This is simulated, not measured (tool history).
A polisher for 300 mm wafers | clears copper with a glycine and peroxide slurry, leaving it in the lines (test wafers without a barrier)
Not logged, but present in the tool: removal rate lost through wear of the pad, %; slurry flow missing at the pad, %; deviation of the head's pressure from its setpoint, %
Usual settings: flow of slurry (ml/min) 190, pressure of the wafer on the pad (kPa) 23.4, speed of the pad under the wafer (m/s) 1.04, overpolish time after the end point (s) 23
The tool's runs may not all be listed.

| run | hour | flow of slurry (ml/min) | pressure of the wafer on the pad (kPa) | speed of the pad under the wafer (m/s) | overpolish time after the end point (s) | wafers since the last listed run | wafers polished on this pad | hours since the slurry nozzle was cleaned | hours since the head pressure was calibrated | incoming thickness of the incoming film, nm | time until the end point was called (s) |
|---|---|---|---|---|---|---|---|---|---|---|---|
| 1 | 0.0 | 190 | 23.4 | 1.12 | 30 | 0 | 278 | 155.8 | 1117.7 | 507.8 | 55.9 |
| 2 | 13.5 | 190 | 23.4 | 1.12 | 30 | 120 | 399 | 169.3 | 1131.2 | 519.2 | 57.5 |
| 3 | 28.5 | 190 | 23.4 | 1.12 | 30 | 133 | 533 | 184.3 | 1146.2 | 507.0 | 57.1 |
| 4 | 37.4 | 190 | 23.4 | 1.04 | 23 | 79 | 612 | 193.2 | 1155.1 | 509.0 | 61.4 |
|  | 46.7 | worn pad replaced by a new one |
| 5 | 47.2 | 190 | 23.4 | 1.04 | 23 | 51 | 4 | 203.0 | 1164.9 | 520.0 | 61.6 |
| 6 | 65.3 | 190 | 23.4 | 1.04 | 23 | 161 | 166 | 221.1 | 1183.0 | 514.7 | 61.1 |
| 7 | 72.6 | 190 | 23.4 | 1.04 | 23 | 65 | 231 | 228.4 | 1190.3 | 516.5 | 61.2 |
| 8 | 81.4 | 190 | 23.4 | 1.04 | 23 | 78 | 309 | 237.2 | 1199.1 | 514.5 | 60.9 |
| 9 | 92.3 | 190 | 23.4 | 1.04 | 23 | 97 | 406 | 248.1 | 1210.0 | 512.1 | 60.7 |
| 10 | 107.7 | 230 | 23.4 | 1.04 | 32 | 137 | 544 | 263.5 | 1225.4 | 519.6 | 60.3 |
| 11 | 123.1 | 190 | 26.9 | 1.04 | 23 | 137 | 681 | 278.9 | 1240.8 | 514.9 | 56.2 |
|  | 141.9 | worn pad replaced by a new one |
| 12 | 142.4 | 190 | 26.9 | 1.04 | 23 | 136 | 4 | 298.2 | 1260.1 | 518.3 | 55.6 |
| 13 | 148.2 | 215 | 23.4 | 1.04 | 23 | 51 | 56 | 304.0 | 1265.9 | 509.0 | 60.0 |
| 14 | 157.4 | 215 | 23.4 | 1.04 | 23 | 82 | 138 | 313.2 | 1275.1 | 524.0 | 62.5 |
| 15 | 171.1 | 190 | 23.4 | 1.04 | 23 | 122 | 260 | 326.9 | 1288.8 | 514.7 | 61.0 |
| 16 | 180.2 | 190 | 23.4 | 1.04 | 23 | 81 | 342 | 336.0 | 1297.9 | 519.9 | 61.8 |
|  | 188.8 | head pressure recalibrated |
| 17 | 191.8 | 190 | 26.9 | 0.86 | 23 | 85 | 427 | 347.6 | 3.0 | 518.1 | 71.3 |
| 18 | 205.4 | 190 | 21.4 | 0.72 | 23 | 121 | 549 | 361.2 | 16.6 | 523.4 | 95.4 |
| 19 | 212.6 | 190 | 23.4 | 0.90 | 23 | 64 | 613 | 368.4 | 23.8 | 518.7 | 74.7 |
|  | 225.0 | worn pad replaced by a new one |
| 20 | 226.0 | 190 | 23.4 | 1.04 | 23 | 83 | 8 | 381.8 | 37.2 | 518.4 | 65.6 |
| 21 | 236.0 | 215 | 23.4 | 1.04 | 23 | 89 | 98 | 391.8 | 47.2 | 518.5 | 64.5 |
| 22 | 282.2 | 130 | 23.4 | 1.04 | 29 | 412 | 510 | 438.0 | 93.4 | 512.2 | 67.2 |
|  | 289.3 | slurry nozzle cleaned |
|  | 312.2 | worn pad replaced by a new one |
| 23 | 320.0 | 190 | 23.4 | 1.04 | 23 | 292 | 69 | 30.7 | 131.2 | 513.3 | 64.0 |
| 24 | 331.8 | 165 | 28.3 | 0.94 | 17 | 105 | 174 | 42.5 | 143.0 | 512.7 | 61.8 |
| 25 | 339.6 | 190 | 23.4 | 1.04 | 34 | 69 | 244 | 50.3 | 150.8 | 518.1 | 64.0 |
| 26 | 354.0 | 190 | 23.4 | 0.74 | 9 | 128 | 372 | 64.7 | 165.2 | 510.1 | 84.1 |
| 27 | 369.5 | 225 | 30.3 | 0.68 | 23 | 138 | 510 | 80.2 | 180.7 | 512.4 | 75.4 |
|  | 387.7 | worn pad replaced by a new one |
| 28 | 388.2 | 190 | 15.2 | 1.04 | 28 | 131 | 4 | 98.9 | 199.4 | 502.7 | 81.3 |
| 29 | 404.7 | 245 | 25.5 | 0.84 | 9 | 147 | 151 | 115.4 | 215.9 | 511.2 | 69.7 |
| 30 | 417.5 | 210 | 23.4 | 0.70 | 23 | 114 | 265 | 128.2 | 228.7 | 514.5 | 87.3 |
| 31 | 427.5 | 190 | 23.4 | 0.80 | 23 | 89 | 354 | 138.2 | 238.7 | 519.4 | 79.8 |

For each run, the measured value with the value that run would have given without the tool's hidden condition subtracted. The run-to-run variation is shared by both, the gauge scatter possibly not:
| run | time until the end point was called (s) |
|---|---|
| 1 | -4.7 |
| 2 | -4.8 |
| 3 | -4.8 |
| 4 | -5.0 |
| 5 | -5.1 |
| 6 | -5.0 |
| 7 | -5.1 |
| 8 | -5.1 |
| 9 | -5.0 |
| 10 | -5.0 |
| 11 | -4.7 |
| 12 | -4.7 |
| 13 | -5.0 |
| 14 | -5.2 |
| 15 | -5.1 |
| 16 | -5.2 |
| 17 | -1.0 |
| 18 | -1.5 |
| 19 | -1.4 |
| 20 | -1.4 |
| 21 | -1.4 |
| 22 | -2.1 |
| 23 | -2.3 |
| 24 | -2.4 |
| 25 | -2.5 |
| 26 | -3.3 |
| 27 | -3.2 |
| 28 | -3.5 |
| 29 | -3.2 |
| 30 | -4.0 |
| 31 | -3.8 |

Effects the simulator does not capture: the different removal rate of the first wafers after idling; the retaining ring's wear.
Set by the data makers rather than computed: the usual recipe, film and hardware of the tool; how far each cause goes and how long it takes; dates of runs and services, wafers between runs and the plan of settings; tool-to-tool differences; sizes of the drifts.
